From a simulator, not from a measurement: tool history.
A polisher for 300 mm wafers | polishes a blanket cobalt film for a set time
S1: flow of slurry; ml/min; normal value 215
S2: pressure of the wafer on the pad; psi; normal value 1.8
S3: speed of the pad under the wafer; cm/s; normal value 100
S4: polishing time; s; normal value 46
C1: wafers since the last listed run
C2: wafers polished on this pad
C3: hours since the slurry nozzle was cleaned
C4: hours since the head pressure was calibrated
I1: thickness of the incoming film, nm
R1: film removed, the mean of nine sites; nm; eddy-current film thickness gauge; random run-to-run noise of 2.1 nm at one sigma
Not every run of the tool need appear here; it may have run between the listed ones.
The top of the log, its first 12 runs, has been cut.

-- hour=174.7 head pressure recalibrated
run 13 hour=198.3 | S1=215 S2=1.8 S3=100 S4=40 | C1=511 C2=1097 C3=498.2 C4=23.6 | I1=609.1 | R1=155.4
run 14 hour=205.1 | S1=215 S2=1.8 S3=100 S4=40 | C1=87 C2=1184 C3=505.0 C4=30.4 | I1=598.0 | R1=153.2
-- hour=214.0 worn pad replaced by a new one
run 15 hour=216.6 | S1=215 S2=1.8 S3=72 S4=46 | C1=96 C2=33 C3=516.5 C4=41.9 | I1=589.7 | R1=143.8
run 16 hour=232.3 | S1=215 S2=1.8 S3=100 S4=46 | C1=201 C2=235 C3=532.2 C4=57.6 | I1=600.9 | R1=192.9
run 17 hour=242.6 | S1=215 S2=1.8 S3=100 S4=46 | C1=132 C2=367 C3=542.5 C4=67.9 | I1=594.3 | R1=187.2
run 18 hour=252.8 | S1=185 S2=1.8 S3=118 S4=61 | C1=130 C2=498 C3=552.7 C4=78.1 | I1=596.3 | R1=281.4
run 19 hour=268.7 | S1=165 S2=1.3 S3=100 S4=46 | C1=204 C2=702 C3=568.6 C4=94.0 | I1=597.7 | R1=135.8
-- hour=298.2 slurry nozzle cleaned
-- hour=316.0 worn pad replaced by a new one
run 20 hour=319.4 | S1=155 S2=1.8 S3=100 S4=46 | C1=586 C2=43 C3=21.2 C4=144.7 | I1=596.6 | R1=186.8
run 21 hour=336.8 | S1=185 S2=1.8 S3=118 S4=61 | C1=223 C2=267 C3=38.6 C4=162.1 | I1=603.9 | R1=285.9
run 22 hour=354.5 | S1=215 S2=1.8 S3=100 S4=46 | C1=227 C2=494 C3=56.3 C4=179.8 | I1=606.6 | R1=185.2
run 23 hour=367.9 | S1=215 S2=1.8 S3=100 S4=46 | C1=172 C2=666 C3=69.7 C4=193.2 | I1=599.1 | R1=178.9

Run 24 comes next. What will it give?
run 24 hour=410.6 | S1=260 S2=1.4 S3=100 S4=46 | C1=548 C2=1214 C3=112.4 C4=235.9 | I1=598.4 | R1=?

{"run 24": {"R1": 147.1}}
The same run, on a tool lacking any hidden state, would have yielded R1 164.7 nm.

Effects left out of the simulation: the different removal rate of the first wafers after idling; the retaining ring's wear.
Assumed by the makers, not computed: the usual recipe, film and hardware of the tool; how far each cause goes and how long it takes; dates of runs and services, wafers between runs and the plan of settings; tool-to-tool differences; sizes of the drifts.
